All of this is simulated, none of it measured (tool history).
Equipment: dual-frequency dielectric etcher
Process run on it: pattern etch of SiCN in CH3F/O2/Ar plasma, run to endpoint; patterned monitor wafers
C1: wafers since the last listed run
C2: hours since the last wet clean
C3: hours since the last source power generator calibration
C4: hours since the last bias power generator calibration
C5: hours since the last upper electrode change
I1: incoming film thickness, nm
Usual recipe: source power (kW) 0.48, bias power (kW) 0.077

run 1 hour=0 | source_power_(kW)=0.48 bias_power_(kW)=0.077 | C1=0 C2=209.9 C3=1962.6 C4=1754.8 C5=4691.3 | I1=7.71 | endpoint_time_(s)=19.1
run 2 hour=94.6 | source_power_(kW)=0.48 bias_power_(kW)=0.077 | C1=1584 C2=304.5 C3=2057.2 C4=1849.4 C5=4785.9 | I1=7.71 | endpoint_time_(s)=19.2
run 3 hour=150.3 | source_power_(kW)=0.55 bias_power_(kW)=0.077 | C1=932 C2=360.2 C3=2112.9 C4=1905.1 C5=4841.6 | I1=7.64 | endpoint_time_(s)=17.6
-- hour=262.9 wet clean of the chamber
run 4 hour=434.3 | source_power_(kW)=0.48 bias_power_(kW)=0.089 | C1=4354 C2=171.4 C3=2396.9 C4=2189.1 C5=5125.6 | I1=7.7 | endpoint_time_(s)=18
run 5 hour=517.3 | source_power_(kW)=0.48 bias_power_(kW)=0.089 | C1=1390 C2=254.4 C3=2479.9 C4=2272.1 C5=5208.6 | I1=7.69 | endpoint_time_(s)=18.2
run 6 hour=562.9 | source_power_(kW)=0.48 bias_power_(kW)=0.077 | C1=763 C2=300 C3=2525.5 C4=2317.7 C5=5254.2 | I1=7.72 | endpoint_time_(s)=19.4
run 7 hour=620.6 | source_power_(kW)=0.48 bias_power_(kW)=0.077 | C1=966 C2=357.7 C3=2583.2 C4=2375.4 C5=5311.9 | I1=7.68 | endpoint_time_(s)=19.1
run 8 hour=705.2 | source_power_(kW)=0.48 bias_power_(kW)=0.077 | C1=1416 C2=442.3 C3=2667.8 C4=2460 C5=5396.5 | I1=7.7 | endpoint_time_(s)=19.4
-- hour=747.2 wet clean of the chamber
run 9 hour=776.4 | source_power_(kW)=0.48 bias_power_(kW)=0.077 | C1=790 C2=29.2 C3=2739 C4=2531.2 C5=5467.7 | I1=7.78 | endpoint_time_(s)=18.6
run 10 hour=881.7 | source_power_(kW)=0.48 bias_power_(kW)=0.077 | C1=1763 C2=134.5 C3=2844.3 C4=2636.5 C5=5573 | I1=7.69 | endpoint_time_(s)=18.8
run 11 hour=927.8 | source_power_(kW)=0.48 bias_power_(kW)=0.077 | C1=772 C2=180.6 C3=2890.4 C4=2682.6 C5=5619.1 | I1=7.78 | endpoint_time_(s)=18.8
run 12 hour=1013.5 | source_power_(kW)=0.48 bias_power_(kW)=0.077 | C1=1435 C2=266.3 C3=2976.1 C4=2768.3 C5=5704.8 | I1=7.66 | endpoint_time_(s)=18.6
run 13 hour=1115.1 | source_power_(kW)=0.48 bias_power_(kW)=0.077 | C1=1701 C2=367.9 C3=3077.7 C4=2869.9 C5=5806.4 | I1=7.69 | endpoint_time_(s)=19.1
run 14 hour=1174.2 | source_power_(kW)=0.42 bias_power_(kW)=0.077 | C1=989 C2=427 C3=3136.8 C4=2929 C5=5865.5 | I1=7.63 | endpoint_time_(s)=20.2
-- hour=1238.5 wet clean of the chamber
run 15 hour=1244 | source_power_(kW)=0.48 bias_power_(kW)=0.077 | C1=767 C2=5.5 C3=3206.6 C4=2998.8 C5=5935.3 | I1=7.72 | endpoint_time_(s)=18.5
run 16 hour=1336 | source_power_(kW)=0.48 bias_power_(kW)=0.072 | C1=1540 C2=97.5 C3=3298.6 C4=3090.8 C5=6027.3 | I1=7.73 | endpoint_time_(s)=19.5
-- hour=1365 source power generator calibrated
run 17 hour=1401.9 | source_power_(kW)=0.58 bias_power_(kW)=0.091 | C1=1036 C2=163.4 C3=36.9 C4=3156.7 C5=6093.2 | I1=7.74 | endpoint_time_(s)=16.5
run 18 hour=1447.7 | source_power_(kW)=0.4 bias_power_(kW)=0.085 | C1=767 C2=209.2 C3=82.7 C4=3202.5 C5=6139 | I1=7.76 | endpoint_time_(s)=20
-- hour=1473.2 bias power generator calibrated
run 19 hour=1495 | source_power_(kW)=0.55 bias_power_(kW)=0.09 | C1=725 C2=256.5 C3=130 C4=21.8 C5=6186.3 | I1=7.7 | endpoint_time_(s)=16.9
-- hour=1548.6 upper electrode replaced
run 20 hour=1574.2 | source_power_(kW)=0.48 bias_power_(kW)=0.077 | C1=924 C2=335.7 C3=209.2 C4=101 C5=25.6 | I1=7.72 | endpoint_time_(s)=19.3
run 21 hour=1652.5 | source_power_(kW)=0.48 bias_power_(kW)=0.077 | C1=1311 C2=414 C3=287.5 C4=179.3 C5=103.9 | I1=7.72 | endpoint_time_(s)=19.3
run 22 hour=1691.8 | source_power_(kW)=0.4 bias_power_(kW)=0.063 | C1=658 C2=453.3 C3=326.8 C4=218.6 C5=143.2 | I1=7.73 | endpoint_time_(s)=22.9
run 23 hour=1751.3 | source_power_(kW)=0.59 bias_power_(kW)=0.069 | C1=996 C2=512.8 C3=386.3 C4=278.1 C5=202.7 | I1=7.63 | endpoint_time_(s)=18.4
-- hour=1815.5 wet clean of the chamber
run 24 hour=1816 | source_power_(kW)=0.48 bias_power_(kW)=0.077 | C1=681 C2=0.5 C3=451 C4=342.8 C5=267.4 | I1=7.72 | endpoint_time_(s)=18.6

Run 25 is up next; what results do you expect?
run 25 hour=1865.8 | source_power_(kW)=0.52 bias_power_(kW)=0.083 | C1=834 C2=50.3 C3=500.8 C4=392.6 C5=317.2 | I1=7.69 | endpoint_time_(s)=?

{"run 25": {"endpoint time (s)": 17.3}}
Were there no unlogged condition in the tool, this run, its random variation unchanged, would have produced endpoint time (s) 17.2.

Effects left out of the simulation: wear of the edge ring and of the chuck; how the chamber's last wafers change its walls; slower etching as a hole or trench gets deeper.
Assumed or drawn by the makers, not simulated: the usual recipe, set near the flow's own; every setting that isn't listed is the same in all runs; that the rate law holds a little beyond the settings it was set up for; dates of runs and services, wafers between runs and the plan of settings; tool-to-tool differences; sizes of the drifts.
